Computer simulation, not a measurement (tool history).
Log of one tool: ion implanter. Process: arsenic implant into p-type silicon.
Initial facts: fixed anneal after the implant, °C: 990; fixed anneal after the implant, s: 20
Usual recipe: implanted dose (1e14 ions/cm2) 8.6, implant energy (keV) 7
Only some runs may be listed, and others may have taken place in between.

run,hour,implanted dose (1e14 ions/cm2),implant energy (keV),wafers since the last listed run,hours since the last dose calibration,hours since the extraction supply was calibrated,hours since the gauge calibration,"read-back reference wafer on the same gauge, sheet resistance",sheet resistance of the implanted and annealed layer (ohm/square)
1,0,8.6,7,0,947.3,4364.5,1360.7,194.04,176.79
2,62.4,8.6,8,1360,1009.7,4426.9,1423.1,194.02,172.87
# hour 85.8: Faraday cup replaced and dose calibrated
3,117.7,8.6,8,1031,31.9,4482.2,1478.4,193.97,174.85
4,161.5,8.6,8,955,75.7,4526,1522.2,194.04,174.46
5,188,8.6,7,577,102.2,4552.5,1548.7,194.01,178.05
6,215,8.6,7,588,129.2,4579.5,1575.7,194.04,177.73
7,265.9,8.6,7,1109,180.1,4630.4,1626.6,194.03,177.31
8,291.8,8.6,7,564,206,4656.3,1652.5,194.05,177.19
9,354.8,8.6,7,1373,269,4719.3,1715.5,194,177.04
10,418.9,8.6,5.5,1397,333.1,4783.4,1779.6,193.96,183.64
11,450.1,8.6,5.5,680,364.3,4814.6,1810.8,194.01,183.46
12,501.6,8.6,7,1123,415.8,4866.1,1862.3,194.01,177.49
13,565.1,8.6,7,1384,479.3,4929.6,1925.8,194.02,176.3
14,618.1,8.6,7,1155,532.3,4982.6,1978.8,193.93,176.4
15,686.5,8.6,7,1491,600.7,5051,2047.2,194.08,175.91
# hour 699.6: gauge calibrated
16,725.2,10.87,5,843,639.4,5089.7,25.6,193.96,174.08
17,778.7,6.99,7,1166,692.9,5143.2,79.1,194.01,191.19
18,841.9,8.6,7,1378,756.1,5206.4,142.3,194.02,176.22
# hour 856.9: extraction supply calibrated
19,910.4,7.72,9.5,1319,824.6,53.5,210.8,194.04,175.52
20,949,8.6,7,841,863.2,92.1,249.4,193.97,176.34
21,1018.5,7.75,4.5,1515,932.7,161.6,318.9,193.99,194.49
22,1073.4,6.75,6,1197,987.6,216.5,373.8,194.07,198.46
# hour 1113.5: Faraday cup replaced and dose calibrated
23,1114,9.73,5.5,710,0.5,257.1,414.4,194.05,177.86
24,1178.9,8.6,7,1415,65.4,322,479.3,193.97,177.89
25,1282.8,10.92,7,2265,169.3,425.9,583.2,194,164.84
26,1311.7,9.55,7.5,630,198.2,454.8,612.1,193.96,169.95
27,1338.4,8.6,7,582,224.9,481.5,638.8,193.99,177.81
28,1404.7,8.6,7,1445,291.2,547.8,705.1,194.02,177.77
29,1436.8,10.7,5,699,323.3,579.9,737.2,194,175.31
30,1500.4,8.6,7,1386,386.9,643.5,800.8,193.91,177.53
31,1569,11.08,9,1495,455.5,712.1,869.4,194.05,157.04

Hidden condition of the tool, last listed run before each entry between runs versus first listed run after:
After run 2, before run 3: Faraday cup replaced and dose calibrated (hour 85.8)
  deviation of the true dose from the Faraday cup's reading, %: 3.06 -> 0.594
  difference, measured minus the result without the unlogged condition, sheet resistance of the implanted and annealed layer (ohm/square): -1.92 -> -0.39
After run 15, before run 16: gauge calibrated (hour 699.6)
  deviation of the true dose from the Faraday cup's reading, %: 2.99 -> 3.05
  difference, measured minus the result without the unlogged condition, sheet resistance of the implanted and annealed layer (ohm/square): -1.83 -> -1.34
After run 18, before run 19: extraction supply calibrated (hour 856.9)
  deviation of the true dose from the Faraday cup's reading, %: 3.21 -> 3.29
  difference, measured minus the result without the unlogged condition, sheet resistance of the implanted and annealed layer (ohm/square): -1.97 -> -2.47
After run 22, before run 23: Faraday cup replaced and dose calibrated (hour 1113.5)
  deviation of the true dose from the Faraday cup's reading, %: 3.41 -> -0.769
  difference, measured minus the result without the unlogged condition, sheet resistance of the implanted and annealed layer (ohm/square): -3.03 -> +0.4
